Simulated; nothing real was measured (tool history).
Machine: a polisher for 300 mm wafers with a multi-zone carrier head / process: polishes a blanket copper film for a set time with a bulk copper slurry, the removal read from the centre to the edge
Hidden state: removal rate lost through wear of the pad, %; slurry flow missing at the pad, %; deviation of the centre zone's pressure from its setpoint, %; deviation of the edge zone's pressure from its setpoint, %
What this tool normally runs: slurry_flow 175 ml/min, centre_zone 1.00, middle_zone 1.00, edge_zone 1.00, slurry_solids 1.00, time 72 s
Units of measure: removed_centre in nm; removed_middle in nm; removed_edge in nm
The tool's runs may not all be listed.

run    hour  slurry_flow  centre_zone  middle_zone  edge_zone  slurry_solids  time  wafers since the last listed run  wafers polished on this pad  hours since the slurry nozzle was cleaned  hours since the centre zone pressure was calibrated  hours since the edge zone pressure was calibrated  hours since the carrier head's membrane was replaced  incoming thickness of the incoming film, nm  removed_centre  removed_middle  removed_edge
  1     0.0          175         1.00         1.00       1.00           1.00    72                                 0                          558                                      173.6                                                 40.6                                              305.9                                                 642.1                                       4267.5           576.3           575.4         590.4
       19.7  -- carrier head's membrane replaced by a new one
  2    44.5          175         1.00         1.00       1.00           1.00    72                               374                          933                                      218.1                                                 85.1                                              350.4                                                  24.8                                       4271.2           582.1           573.2         594.7
  3    91.2          175         1.00         1.00       1.00           1.00    72                               443                         1376                                      264.8                                                131.8                                              397.1                                                  71.5                                       4295.5           565.5           593.2         596.2
  4   145.8          175         1.00         1.00       1.00           1.00    72                               518                         1894                                      319.4                                                186.4                                              451.7                                                 126.1                                       4253.3           585.4           584.5         589.3
      183.4  -- slurry nozzle cleaned
  5   215.9          175         1.03         1.00       1.00           1.00    80                               655                         2550                                       32.5                                                256.5                                              521.8                                                 196.2                                       4300.5           658.5           635.0         658.8
  6   252.6          195         1.00         1.00       1.00           1.00    72                               348                         2899                                       69.2                                                293.2                                              558.5                                                 232.9                                       4335.9           557.3           600.0         593.8
      279.1  -- worn pad replaced by a new one
  7   300.7          175         1.00         0.90       1.00           1.00    72                               418                          205                                      117.3                                                341.3                                              606.6                                                 281.0                                       4348.0           568.5           542.1         595.8
      510.0  -- slurry nozzle cleaned
  8   513.3          175         1.11         1.00       1.00           1.00    72                              2008                         2213                                        3.3                                                553.9                                              819.2                                                 493.6                                       4282.6           617.6           582.6         598.0
      560.9  -- edge zone pressure recalibrated
  9   573.2          175         1.00         1.10       1.00           1.00    72                               549                         2762                                       63.2                                                613.8                                               12.3                                                 553.5                                       4242.2           559.7           623.0         596.3
 10   637.9          200         1.00         1.00       1.00           1.00    55                               614                         3376                                      127.9                                                678.5                                               77.0                                                 618.2                                       4276.0           437.6           449.1         464.6
      659.7  -- worn pad replaced by a new one
 11   666.1          175         0.90         1.00       1.00           1.00    72                               229                           60                                      156.1                                                706.7                                              105.2                                                 646.4                                       4255.5           500.1           578.3         599.2
      730.8  -- carrier head's membrane replaced by a new one
 12   731.3          220         1.08         1.00       0.93           1.00    72                               571                          631                                      221.3                                                771.9                                              170.4                                                   0.5                                       4360.4           613.1           596.8         586.8
 13   781.5          175         1.07         0.94       1.00           1.00    72                               476                         1108                                      271.5                                                822.1                                              220.6                                                  50.7                                       4316.7           591.8           553.3         595.4
      838.0  -- slurry nozzle cleaned
 14   845.9          175         1.00         1.00       1.00           1.00    72                               601                         1709                                        7.9                                                886.5                                              285.0                                                 115.1                                       4304.9           549.6           581.9         592.3
 15   901.5          175         1.00         1.00       0.97           1.00    72                               527                         2237                                       63.5                                                942.1                                              340.6                                                 170.7                                       4241.1           545.9           581.4         579.5
      929.3  -- centre zone pressure recalibrated
 16   929.8          175         1.04         1.06       1.00           1.10    89                               249                         2487                                       91.8                                                  0.5                                              368.9                                                 199.0                                       4310.2           766.9           761.8         746.0
 17   971.3          175         1.00         1.00       1.00           1.00    72                               393                         2881                                      133.3                                                 42.0                                              410.4                                                 240.5                                       4175.6           581.0           580.6         595.8
 18  1000.8          175         1.00         1.05       1.00           0.85    72                               279                         3161                                      162.8                                                 71.5                                              439.9                                                 270.0                                       4316.1           555.0           590.3         572.3
     1027.9  -- worn pad replaced by a new one
 19  1036.3          175         1.00         1.00       1.00           1.00    72                               298                           80                                      198.3                                                107.0                                              475.4                                                 305.5                                       4351.7           570.9           593.7         589.6
 20  1074.4          215         0.94         0.93       1.00           1.00    72                               361                          441                                      236.4                                                145.1                                              513.5                                                 343.6                                       4207.7           565.3           560.1         609.1

Alternative continuations, all from the tool just after run 20; predict every row:
  A  1074.8          175         1.00         1.00       1.00           0.80    72                                 3                          445                                      236.8                                                145.5                                              513.9                                                 344.0                                       4271.2               ?               ?             ?
  B  1074.8          125         1.00         1.00       1.11           1.00    72                                 3                          445                                      236.8                                                145.5                                              513.9                                                 344.0                                       4271.2               ?               ?             ?
  C  1074.8          175         1.00         1.07       1.00           1.00    72                                 3                          445                                      236.8                                                145.5                                              513.9                                                 344.0                                       4271.2               ?               ?             ?
  D  1074.8          225         1.00         0.92       1.00           1.10    72                                 3                          445                                      236.8                                                145.5                                              513.9                                                 344.0                                       4271.2               ?               ?             ?
  E  1074.8          175         0.91         1.05       1.00           0.90    96                                 3                          445                                      236.8                                                145.5                                              513.9                                                 344.0                                       4271.2               ?               ?             ?

run  removed_centre  removed_middle  removed_edge
  A           541.3           535.0         557.5
  B           549.3           545.4         602.4
  C           574.7           600.2         591.1
  D           606.7           558.9         619.5
  E           677.4           766.6         766.6
The same runs, with their run-to-run variation unchanged, on a tool lacking any hidden condition would have given:
run  removed_centre  removed_middle  removed_edge
  A           554.2           534.9         557.5
  B           562.4           545.4         602.4
  C           588.4           600.1         591.1
  D           621.1           558.8         619.5
  E           693.6           766.5         766.6
